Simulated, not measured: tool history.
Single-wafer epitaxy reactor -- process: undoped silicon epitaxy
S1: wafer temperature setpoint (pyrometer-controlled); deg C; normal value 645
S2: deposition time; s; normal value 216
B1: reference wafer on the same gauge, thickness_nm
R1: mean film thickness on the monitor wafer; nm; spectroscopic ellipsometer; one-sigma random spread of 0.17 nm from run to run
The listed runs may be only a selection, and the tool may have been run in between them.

Run 1, hour 0.0: usual settings but S2 191 s; B1 28.053. Result: R1 31.756 nm.
Run 2, hour 36.7: usual settings but S2 191 s; B1 27.998. Result: R1 31.531 nm.
Run 3, hour 197.3: usual settings; B1 28.017. Result: R1 35.864 nm.
Run 4, hour 241.6: usual settings; B1 27.914. Result: R1 35.912 nm.
Run 5, hour 381.7: usual settings; B1 28.005. Result: R1 35.973 nm.
Run 6, hour 420.2: usual settings; B1 28.010. Result: R1 35.855 nm.
Run 7, hour 499.3: usual settings; B1 27.993. Result: R1 36.044 nm.
Run 8, hour 587.6: usual settings; B1 27.973. Result: R1 35.789 nm.
Run 9, hour 677.5: usual settings; B1 28.027. Result: R1 36.093 nm.
Run 10, hour 781.2: usual settings but S1 652 deg C, S2 248 s; B1 27.993. Result: R1 48.138 nm.
At hour 798.5: pyrometer calibrated.
At hour 808.0: gauge calibrated.
Run 11, hour 879.9: usual settings but S1 659 deg C, S2 236 s; B1 28.009. Result: R1 49.670 nm.
Run 12, hour 941.4: usual settings but S1 636 deg C, S2 204 s; B1 28.019. Result: R1 25.835 nm.
Run 13, hour 1048.5: usual settings but S1 638 deg C; B1 27.905. Result: R1 28.895 nm.
Run 14, hour 1137.5: usual settings but S1 637 deg C; B1 28.000. Result: R1 28.504 nm.
Run 15, hour 1218.4: usual settings; B1 27.961. Result: R1 34.161 nm.
Run 16, hour 1426.3: usual settings but S1 641 deg C, S2 190 s; B1 27.951. Result: R1 27.997 nm.
Run 17, hour 1521.1: usual settings but S1 653 deg C, S2 201 s; B1 27.979. Result: R1 38.289 nm.
Run 18, hour 1583.7: usual settings but S2 189 s; B1 27.952. Result: R1 30.672 nm.
At hour 1607.1: gauge calibrated.
Run 19, hour 1689.4: usual settings; B1 28.034. Result: R1 34.861 nm.

Predict each of these 5 candidate next runs independently; none follows another, all start after run 19:
Run A, hour 1689.9: usual settings but S2 185 s; B1 ?. Result: R1 ?.
Run B, hour 1689.9: usual settings but S1 654 deg C, S2 244 s; B1 ?. Result: R1 ?.
Run C, hour 1689.9: usual settings but S1 639 deg C, S2 250 s; B1 ?. Result: R1 ?.
Run D, hour 1689.9: usual settings but S1 639 deg C, S2 241 s; B1 ?. Result: R1 ?.
Run E, hour 1689.9: usual settings but S1 659 deg C, S2 258 s; B1 ?. Result: R1 ?.

run      B1      R1
  A  28.017  29.830
  B  28.017  47.920
  C  28.017  35.269
  D  28.017  33.999
  E  28.017  56.442
Without the tool's hidden state the same runs would have given:
run      R1
  A  28.663
  B  46.079
  C  33.870
  D  32.651
  E  54.297
